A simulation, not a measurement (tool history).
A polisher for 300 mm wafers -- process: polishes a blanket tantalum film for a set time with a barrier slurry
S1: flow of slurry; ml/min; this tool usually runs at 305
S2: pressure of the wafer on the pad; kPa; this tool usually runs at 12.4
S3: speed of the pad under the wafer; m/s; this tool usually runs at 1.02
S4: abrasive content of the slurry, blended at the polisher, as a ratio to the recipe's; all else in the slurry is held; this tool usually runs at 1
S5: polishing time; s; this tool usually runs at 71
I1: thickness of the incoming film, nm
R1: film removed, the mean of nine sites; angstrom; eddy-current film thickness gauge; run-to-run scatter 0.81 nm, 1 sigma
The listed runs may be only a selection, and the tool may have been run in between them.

| run | hour | S1 | S2 | S3 | S4 | S5 | I1 | R1 |
|---|---|---|---|---|---|---|---|---|
| 1 | 0 | 305 | 12.4 | 0.84 | 1 | 71 | 384 | 825 |
|  | 12.8 | slurry blender recalibrated |
|  | 13.9 | slurry nozzle cleaned |
| 2 | 212.9 | 305 | 12.4 | 0.84 | 1 | 71 | 393.9 | 888 |
| 3 | 256.2 | 305 | 12.4 | 0.84 | 1 | 71 | 390.6 | 884 |
|  | 285 | worn pad replaced by a new one |
| 4 | 329.2 | 305 | 12.4 | 1.02 | 1 | 71 | 395 | 1022 |
| 5 | 415.8 | 305 | 12.4 | 1.02 | 1 | 84 | 393 | 1164 |
| 6 | 480.4 | 305 | 12.4 | 1.02 | 1 | 84 | 392.3 | 1139 |
| 7 | 529.7 | 305 | 12.4 | 1.02 | 1 | 84 | 390.7 | 1107 |
|  | 534.9 | slurry blender recalibrated |
| 8 | 610.3 | 305 | 10.3 | 1.02 | 1 | 71 | 386.1 | 866 |
|  | 668.4 | slurry nozzle cleaned |
| 9 | 668.9 | 305 | 10.3 | 1.02 | 1 | 71 | 392.3 | 873 |
|  | 700.3 | head pressure recalibrated |
|  | 731.6 | worn pad replaced by a new one |
| 10 | 760.1 | 305 | 9.7 | 1.02 | 1 | 71 | 388.6 | 856 |
| 11 | 849.1 | 305 | 9.7 | 1.02 | 1 | 71 | 390.3 | 832 |
| 12 | 942.8 | 305 | 9.7 | 1.02 | 1 | 71 | 391.8 | 799 |
|  | 980.4 | slurry blender recalibrated |
| 13 | 1019.7 | 340 | 12.4 | 1.02 | 1 | 71 | 388 | 1075 |
| 14 | 1117.8 | 340 | 12.4 | 1.02 | 1 | 71 | 394.2 | 1071 |
| 15 | 1203.3 | 335 | 12.4 | 1.02 | 0.8 | 55 | 388.1 | 720 |
|  | 1209.1 | worn pad replaced by a new one |
| 16 | 1244.6 | 230 | 12.4 | 1.02 | 1 | 71 | 384.9 | 1014 |
| 17 | 1282.2 | 305 | 12.4 | 1.02 | 1 | 71 | 392.1 | 1027 |
|  | 1327.3 | slurry nozzle cleaned |
|  | 1426 | head pressure recalibrated |
|  | 1461.5 | slurry blender recalibrated |
| 18 | 1545.7 | 340 | 12.4 | 0.9 | 1 | 71 | 390.4 | 998 |
| 19 | 1650.8 | 245 | 12.4 | 0.74 | 1 | 71 | 393 | 800 |
|  | 1656.7 | worn pad replaced by a new one |
| 20 | 1772.1 | 305 | 15.2 | 1.02 | 1 | 71 | 393.9 | 1280 |

What will run 21 give?
| 21 | 1819 | 400 | 12.4 | 1.38 | 1 | 47 | 392.6 | ? |

{"run 21": {"R1": 909}}
The same run, on a tool lacking any hidden state, would have yielded R1 1025 angstrom.

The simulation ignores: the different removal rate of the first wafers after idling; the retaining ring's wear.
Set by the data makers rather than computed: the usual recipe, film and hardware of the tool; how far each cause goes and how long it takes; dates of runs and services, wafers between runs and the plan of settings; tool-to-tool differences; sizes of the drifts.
